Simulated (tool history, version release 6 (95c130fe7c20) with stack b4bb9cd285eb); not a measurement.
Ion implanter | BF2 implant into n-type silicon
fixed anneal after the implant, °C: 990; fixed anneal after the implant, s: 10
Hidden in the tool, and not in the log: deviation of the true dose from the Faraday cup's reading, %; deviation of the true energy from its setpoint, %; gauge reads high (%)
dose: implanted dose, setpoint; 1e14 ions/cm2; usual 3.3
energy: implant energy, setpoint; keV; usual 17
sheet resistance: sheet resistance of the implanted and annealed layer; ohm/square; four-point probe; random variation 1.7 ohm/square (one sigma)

run,hour,dose,energy,wafers since the last listed run,hours since the last dose calibration,hours since the extraction supply was calibrated,hours since the gauge calibration,"read-back reference wafer on the same gauge, sheet resistance",sheet resistance
1,0,3.3,17,0,135.1,4810.3,261.9,376.02,378.39
2,69.6,3.3,17,1633,204.7,4879.9,331.5,375.99,379.86
3,106.1,3.3,17,856,241.2,4916.4,368,376.16,377.13
4,141.9,3.3,17,840,277,4952.2,403.8,375.83,380.44
5,204.6,3.3,17,1471,339.7,5014.9,466.5,376.43,377.16
6,258.5,3.3,20,1265,393.6,5068.8,520.4,375.84,368.41
7,326.9,3.3,20,1605,462,5137.2,588.8,376,368.86
8,393,3.3,20,1551,528.1,5203.3,654.9,376.27,374.01
# hour 433.5: gauge calibrated
9,451.3,3.3,15.5,1368,586.4,5261.6,17.8,376.14,385.54
10,508.1,3.3,17,1333,643.2,5318.4,74.6,376.13,382.59
11,557.4,3.3,17,1157,692.5,5367.7,123.9,375.75,381.27
12,582.6,3.3,17,591,717.7,5392.9,149.1,376.19,377.73
13,620.8,3.3,17,896,755.9,5431.1,187.3,375.78,379.68
14,649.6,2.77,13,676,784.7,5459.9,216.1,375.81,459
# hour 679.4: Faraday cup replaced and dose calibrated
15,692.9,3.3,22,828,13.5,5503.2,259.4,376.02,363.74
# hour 710: extraction supply calibrated
16,720.1,2.66,15,450,40.7,10.1,286.6,375.8,451.22
17,745.1,3.62,17,586,65.7,35.1,311.6,375.75,354.67
18,808.5,3.3,17,1488,129.1,98.5,375,376.13,377.15
19,850,3.58,19.5,974,170.6,140,416.5,375.95,351.78
20,902.9,3.3,21.5,1241,223.5,192.9,469.4,376.41,367.08
21,952.7,2.37,14.5,1168,273.3,242.7,519.2,376.03,502.83
22,979,2.35,13,617,299.6,269,545.5,376.13,515.85
23,1011.2,3.97,19,755,331.8,301.2,577.7,376.17,327.98
24,1064.1,3.3,17,1241,384.7,354.1,630.6,375.82,380.19

Forecast each of these 5 alternatives for the next run:
A,1064.5,2.9,17,9,385.1,354.5,631,?,?
B,1064.5,3.02,17,9,385.1,354.5,631,?,?
C,1064.5,3.64,13,9,385.1,354.5,631,?,?
D,1064.5,2.91,13,9,385.1,354.5,631,?,?
E,1064.5,4.09,19.5,9,385.1,354.5,631,?,?

run,"read-back reference wafer on the same gauge, sheet resistance",sheet resistance
A,375.81,416.46
B,375.81,404.03
C,375.81,382.42
D,375.81,440.15
E,375.81,319.95
Without the tool's hidden state the same runs would have given:
run,sheet resistance
A,412.03
B,399.85
C,379.39
D,435.88
E,317.11

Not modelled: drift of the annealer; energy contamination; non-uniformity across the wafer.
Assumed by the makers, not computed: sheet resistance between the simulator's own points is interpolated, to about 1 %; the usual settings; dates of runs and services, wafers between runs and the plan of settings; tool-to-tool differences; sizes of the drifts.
